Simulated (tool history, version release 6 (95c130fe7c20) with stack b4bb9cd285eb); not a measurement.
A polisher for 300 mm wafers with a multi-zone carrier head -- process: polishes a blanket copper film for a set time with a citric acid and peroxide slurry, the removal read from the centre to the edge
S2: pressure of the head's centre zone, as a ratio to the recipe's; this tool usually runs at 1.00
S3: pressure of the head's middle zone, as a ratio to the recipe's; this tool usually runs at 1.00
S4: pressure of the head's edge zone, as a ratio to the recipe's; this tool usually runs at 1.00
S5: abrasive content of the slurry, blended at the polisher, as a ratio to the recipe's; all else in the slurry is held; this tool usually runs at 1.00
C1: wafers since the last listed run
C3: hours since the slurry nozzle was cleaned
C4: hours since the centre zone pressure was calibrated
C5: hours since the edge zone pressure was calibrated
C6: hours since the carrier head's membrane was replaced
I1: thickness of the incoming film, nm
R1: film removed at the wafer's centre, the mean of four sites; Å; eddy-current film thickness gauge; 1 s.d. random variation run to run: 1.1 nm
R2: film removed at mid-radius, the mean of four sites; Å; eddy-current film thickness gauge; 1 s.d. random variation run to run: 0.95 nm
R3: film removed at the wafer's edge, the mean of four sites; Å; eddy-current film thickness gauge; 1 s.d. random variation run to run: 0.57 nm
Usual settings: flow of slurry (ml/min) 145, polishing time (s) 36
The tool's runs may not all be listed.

Run 1, day 0.000: usual settings; C1 0; wafers polished on this pad 1208; C3 59.2; C4 1085.0; C5 718.8; C6 1231.6; I1 952.9. Result: R1 817 Å, R2 804 Å, R3 799 Å.
At day 0.683: worn pad replaced by a new one.
Run 2, day 0.704: usual settings; C1 87; wafers polished on this pad 3; C3 76.1; C4 1101.9; C5 735.7; C6 1248.5; I1 939.6. Result: R1 805 Å, R2 819 Å, R3 808 Å.
Run 3, day 1.571: usual settings but S3 0.96, S4 1.04; C1 141; wafers polished on this pad 145; C3 96.9; C4 1122.7; C5 756.5; C6 1269.3; I1 943.0. Result: R1 801 Å, R2 765 Å, R3 823 Å.
At day 2.725: centre zone pressure recalibrated.
Run 4, day 2.746: usual settings; C1 178; wafers polished on this pad 323; C3 125.1; C4 0.5; C5 784.7; C6 1297.5; I1 947.1. Result: R1 785 Å, R2 788 Å, R3 792 Å.
Run 5, day 4.188: usual settings; C1 235; wafers polished on this pad 559; C3 159.7; C4 35.1; C5 819.3; C6 1332.1; I1 921.4. Result: R1 799 Å, R2 764 Å, R3 791 Å.
Run 6, day 5.225: usual settings; C1 169; wafers polished on this pad 729; C3 184.6; C4 60.0; C5 844.2; C6 1357.0; I1 957.1. Result: R1 781 Å, R2 754 Å, R3 783 Å.
Run 7, day 6.458: usual settings but flow of slurry (ml/min) 170, polishing time (s) 41; C1 201; wafers polished on this pad 930; C3 214.2; C4 89.6; C5 873.8; C6 1386.6; I1 938.2. Result: R1 900 Å, R2 893 Å, R3 906 Å.
At day 6.883: worn pad replaced by a new one.
Run 8, day 7.592: usual settings; C1 158; wafers polished on this pad 115; C3 241.4; C4 116.8; C5 901.0; C6 1413.8; I1 946.4. Result: R1 770 Å, R2 762 Å, R3 788 Å.
Run 9, day 8.833: usual settings but S2 1.04, S4 1.04; C1 202; wafers polished on this pad 318; C3 271.2; C4 146.6; C5 930.8; C6 1443.6; I1 948.4. Result: R1 788 Å, R2 758 Å, R3 799 Å.
Run 10, day 9.929: usual settings but S3 1.10; C1 179; wafers polished on this pad 498; C3 297.5; C4 172.9; C5 957.1; C6 1469.9; I1 931.3. Result: R1 761 Å, R2 825 Å, R3 777 Å.
Run 11, day 11.362: usual settings but S2 1.05, polishing time (s) 29; C1 234; wafers polished on this pad 732; C3 331.9; C4 207.3; C5 991.5; C6 1504.3; I1 936.2. Result: R1 647 Å, R2 603 Å, R3 626 Å.
At day 13.367: slurry nozzle cleaned.
At day 14.929: worn pad replaced by a new one, of another model than before.
At day 15.112: edge zone pressure recalibrated.
Run 12, day 15.133: usual settings but polishing time (s) 24; C1 568; wafers polished on this pad 20; C3 42.4; C4 297.8; C5 0.5; C6 1594.8; I1 945.3. Result: R1 541 Å, R2 541 Å, R3 536 Å.
Run 13, day 15.754: usual settings; C1 101; wafers polished on this pad 121; C3 57.3; C4 312.7; C5 15.4; C6 1609.7; I1 945.7. Result: R1 816 Å, R2 795 Å, R3 819 Å.
At day 17.096: carrier head's membrane replaced by a new one.
Run 14, day 17.212: usual settings but polishing time (s) 47; C1 204; wafers polished on this pad 325; C3 92.3; C4 347.7; C5 50.4; C6 2.8; I1 924.2. Result: R1 1016 Å, R2 1005 Å, R3 1047 Å.
Run 15, day 18.488: usual settings but S2 0.93, S4 1.11; C1 208; wafers polished on this pad 534; C3 122.9; C4 378.3; C5 81.0; C6 33.4; I1 949.5. Result: R1 728 Å, R2 767 Å, R3 830 Å.
Run 16, day 19.792: usual settings but flow of slurry (ml/min) 195, S4 0.93, polishing time (s) 28; C1 213; wafers polished on this pad 747; C3 154.2; C4 409.6; C5 112.3; C6 64.7; I1 959.8. Result: R1 650 Å, R2 630 Å, R3 620 Å.
Run 17, day 21.104: usual settings but polishing time (s) 44; C1 214; wafers polished on this pad 962; C3 185.7; C4 441.1; C5 143.8; C6 96.2; I1 949.1. Result: R1 930 Å, R2 924 Å, R3 946 Å.
Run 18, day 22.046: usual settings; C1 153; wafers polished on this pad 1116; C3 208.3; C4 463.7; C5 166.4; C6 118.8; I1 938.0. Result: R1 727 Å, R2 758 Å, R3 778 Å.
At day 22.712: worn pad replaced by a new one.
Run 19, day 24.579: usual settings but S3 1.10, polishing time (s) 28; C1 386; wafers polished on this pad 305; C3 269.1; C4 524.5; C5 227.2; C6 179.6; I1 954.0. Result: R1 561 Å, R2 611 Å, R3 594 Å.
Run 20, day 25.358: usual settings but S5 0.70; C1 127; wafers polished on this pad 432; C3 287.8; C4 543.2; C5 245.9; C6 198.3; I1 949.7. Result: R1 692 Å, R2 694 Å, R3 720 Å.
Run 21, day 26.321: usual settings but S4 1.09; C1 157; wafers polished on this pad 590; C3 310.9; C4 566.3; C5 269.0; C6 221.4; I1 940.9. Result: R1 730 Å, R2 714 Å, R3 791 Å.
Run 22, day 27.562: usual settings but flow of slurry (ml/min) 110, S2 0.93, S3 1.09, S4 0.94; C1 202; wafers polished on this pad 793; C3 340.7; C4 596.1; C5 298.8; C6 251.2; I1 951.0. Result: R1 598 Å, R2 712 Å, R3 680 Å.

3 options for the next run, each taken on its own from the tool as it stands now. Forecast them:
Run A, day 27.579: usual settings but S2 0.97; C1 2; wafers polished on this pad 795; C3 341.1; C4 596.5; C5 299.2; C6 251.6; I1 924.4. Result: R1 ?, R2 ?, R3 ?.
Run B, day 27.579: usual settings but flow of slurry (ml/min) 120, S2 1.10; C1 2; wafers polished on this pad 795; C3 341.1; C4 596.5; C5 299.2; C6 251.6; I1 924.4. Result: R1 ?, R2 ?, R3 ?.
Run C, day 27.579: usual settings but flow of slurry (ml/min) 190, S4 0.94, S5 1.15, polishing time (s) 27; C1 2; wafers polished on this pad 795; C3 341.1; C4 596.5; C5 299.2; C6 251.6; I1 924.4. Result: R1 ?, R2 ?, R3 ?.

run   R1   R2   R3
  A  702  725  753
  B  735  677  721
  C  610  603  593
The same runs, with their run-to-run variation unchanged, on a tool lacking any hidden condition would have given:
run   R1   R2   R3
  A  822  832  827
  B  891  798  804
  C  688  671  640
